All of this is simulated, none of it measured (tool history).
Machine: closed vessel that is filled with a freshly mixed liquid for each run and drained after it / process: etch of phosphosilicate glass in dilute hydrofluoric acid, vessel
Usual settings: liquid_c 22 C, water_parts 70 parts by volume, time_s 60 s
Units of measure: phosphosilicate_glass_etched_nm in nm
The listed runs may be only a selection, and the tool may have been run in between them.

run	hour	liquid_c	water_parts	time_s	read-back film thickness of the phosphosilicate glass reference wafer, read on the same gauge (nm)	phosphosilicate_glass_etched_nm
1	0	22	60	60	99.98	107.88
2	34.6	22	60	60	100.12	108.19
3	57.3	22	60	60	100.18	107.99
4	71.3	22	70	60	100.2	91.44
5	87.2	22	70	60	100.25	91
6	106	22	70	60	100.36	91.42
7	118	22	55	60	100.39	118.98
# hour 133.1: hydrofluoric acid flow meter replaced
8	143	22	100	60	100.57	61.8
9	164	18.5	90	80	100.74	80.65
# hour 176: thermometer replaced
10	186.7	22	70	60	100.81	91.95
11	214.7	20.5	90	90	101.03	98.87
# hour 242.2: gauge calibrated
12	249.8	22	100	60	99.9	61.7
13	345.1	22	70	60	100.03	91.35
14	358.4	17.5	40	80	100.09	182.6

Alternative continuations, all from the tool just after run 14; predict every row:
A	359.1	17.5	70	60	?	?
B	359.1	22	70	75	?	?
C	359.1	20.5	70	95	?	?

run	read-back film thickness of the phosphosilicate glass reference wafer, read on the same gauge (nm)	phosphosilicate_glass_etched_nm
A	100.09	75.58
B	100.09	114.12
C	100.09	135.83
The same runs, with their run-to-run variation unchanged, on a tool lacking any hidden condition would have given:
run	phosphosilicate_glass_etched_nm
A	75.51
B	114.02
C	135.71
